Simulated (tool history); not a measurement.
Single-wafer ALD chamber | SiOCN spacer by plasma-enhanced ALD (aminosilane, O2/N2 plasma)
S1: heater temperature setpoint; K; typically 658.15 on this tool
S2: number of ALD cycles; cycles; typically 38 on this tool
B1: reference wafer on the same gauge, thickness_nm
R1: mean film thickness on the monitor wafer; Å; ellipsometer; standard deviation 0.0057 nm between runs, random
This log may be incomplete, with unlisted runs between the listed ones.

Run 1, hour 0: usual settings but S1 652.15 K; B1 2.374. Result: R1 22.39 Å.
At hour 46: gauge calibrated.
Run 2, hour 68.4: usual settings but S1 652.15 K; B1 2.409. Result: R1 22.64 Å.
Run 3, hour 122.1: usual settings but S1 652.15 K; B1 2.407. Result: R1 22.63 Å.
Run 4, hour 167.7: usual settings; B1 2.406. Result: R1 22.6 Å.
Run 5, hour 459.6: usual settings; B1 2.406. Result: R1 22.62 Å.
Run 6, hour 563.5: usual settings; B1 2.403. Result: R1 22.72 Å.
Run 7, hour 641.9: usual settings but S2 35 cycles; B1 2.405. Result: R1 20.92 Å.
Run 8, hour 749.3: usual settings but S2 35 cycles; B1 2.401. Result: R1 20.74 Å.
Run 9, hour 822.7: usual settings but S2 35 cycles; B1 2.401. Result: R1 20.7 Å.
Run 10, hour 922.3: usual settings but S1 668.15 K; B1 2.396. Result: R1 22.55 Å.
Run 11, hour 975.2: usual settings but S1 668.15 K; B1 2.396. Result: R1 22.64 Å.
Run 12, hour 1046.5: usual settings but S1 668.15 K; B1 2.396. Result: R1 22.5 Å.
Run 13, hour 1139.5: usual settings but S1 654.15 K; B1 2.394. Result: R1 22.53 Å.
Run 14, hour 1222.9: usual settings but S1 654.15 K; B1 2.39. Result: R1 22.45 Å.
Run 15, hour 1330.7: usual settings but S1 654.15 K; B1 2.387. Result: R1 22.46 Å.
Run 16, hour 1410.2: usual settings but S1 665.15 K; B1 2.384. Result: R1 22.49 Å.
Run 17, hour 1510.7: usual settings but S1 665.15 K; B1 2.38. Result: R1 22.39 Å.
Run 18, hour 1574.2: usual settings; B1 2.377. Result: R1 22.42 Å.
Run 19, hour 1628.9: usual settings; B1 2.375. Result: R1 22.4 Å.
Run 20, hour 1678.7: usual settings; B1 2.374. Result: R1 22.39 Å.
Run 21, hour 1717.3: usual settings; B1 2.371. Result: R1 22.43 Å.
Run 22, hour 1762.1: usual settings; B1 2.371. Result: R1 22.36 Å.
Run 23, hour 1864.5: usual settings; B1 2.365. Result: R1 22.4 Å.
Run 24, hour 1904.3: usual settings but S1 669.15 K, S2 34 cycles; B1 2.367. Result: R1 19.95 Å.
Run 25, hour 1955.6: usual settings but S2 41 cycles; B1 2.361. Result: R1 24.02 Å.
Run 26, hour 2032.1: usual settings but S1 644.15 K; B1 2.357. Result: R1 22.23 Å.
At hour 2035: gauge calibrated.
Run 27, hour 2076.2: usual settings but S1 653.15 K; B1 2.405. Result: R1 22.52 Å.
At hour 2171.2: thermocouple changed; heater temperature recalibrated.
Run 28, hour 2183.3: usual settings but S1 667.15 K, S2 35 cycles; B1 2.404. Result: R1 20.86 Å.
Run 29, hour 2344.3: usual settings but S1 653.15 K, S2 41 cycles; B1 2.403. Result: R1 24.37 Å.
Run 30, hour 2398.7: usual settings but S1 644.15 K, S2 31 cycles; B1 2.404. Result: R1 18.51 Å.
Run 31, hour 2482.7: usual settings but S1 667.15 K, S2 41 cycles; B1 2.402. Result: R1 24.44 Å.
Run 32, hour 2569.1: usual settings but S2 35 cycles; B1 2.401. Result: R1 20.83 Å.
Run 33, hour 2650.2: usual settings; B1 2.401. Result: R1 22.62 Å.
Run 34, hour 2722.2: usual settings but S1 672.15 K, S2 41 cycles; B1 2.401. Result: R1 24.35 Å.
Run 35, hour 2816.5: usual settings but S1 662.15 K, S2 43 cycles; B1 2.398. Result: R1 25.56 Å.
Run 36, hour 2887.5: usual settings but S1 671.15 K, S2 36 cycles; B1 2.395. Result: R1 21.47 Å.
Run 37, hour 2954.7: usual settings but S1 648.15 K, S2 31 cycles; B1 2.395. Result: R1 18.43 Å.
Run 38, hour 3007.1: usual settings but S1 671.15 K; B1 2.393. Result: R1 22.59 Å.
Run 39, hour 3068.9: usual settings but S1 666.15 K, S2 45 cycles; B1 2.393. Result: R1 26.64 Å.
Run 40, hour 3153.7: usual settings but S2 36 cycles; B1 2.388. Result: R1 21.28 Å.
Run 41, hour 3260: usual settings but S1 650.15 K, S2 36 cycles; B1 2.385. Result: R1 21.36 Å.
Run 42, hour 3364.1: usual settings but S1 650.15 K, S2 35 cycles; B1 2.382. Result: R1 20.69 Å.
Run 43, hour 3460.7: usual settings but S1 672.15 K, S2 33 cycles; B1 2.381. Result: R1 19.43 Å.
Run 44, hour 3543.2: usual settings but S1 664.15 K, S2 42 cycles; B1 2.376. Result: R1 24.8 Å.
Run 45, hour 3629.8: usual settings; B1 2.373. Result: R1 22.34 Å.
Run 46, hour 3697.8: usual settings; B1 2.368. Result: R1 22.3 Å.

Exercise: give the hidden state of the tool at every run:
wafer temperature above the value expected at the setpoint (K): 0 across all the runs
H1: gauge reads high (%)
run       H1
  1    -1.53
  2  -0.0917
  3  -0.0945
  4  -0.0992
  5   -0.181
  6   -0.231
  7   -0.277
  8   -0.349
  9   -0.406
 10   -0.492
 11   -0.541
 12   -0.613
 13   -0.715
 14   -0.813
 15   -0.952
 16    -1.06
 17    -1.21
 18    -1.31
 19     -1.4
 20    -1.48
 21    -1.55
 22    -1.63
 23    -1.82
 24    -1.89
 25    -1.99
 26    -2.15
 27   -0.203
 28   -0.213
 29   -0.252
 30   -0.271
 31   -0.306
 32   -0.351
 33   -0.399
 34   -0.448
 35    -0.52
 36   -0.581
 37   -0.643
 38   -0.694
 39   -0.759
 40   -0.854
 41   -0.984
 42    -1.12
 43    -1.26
 44    -1.39
 45    -1.53
 46    -1.64
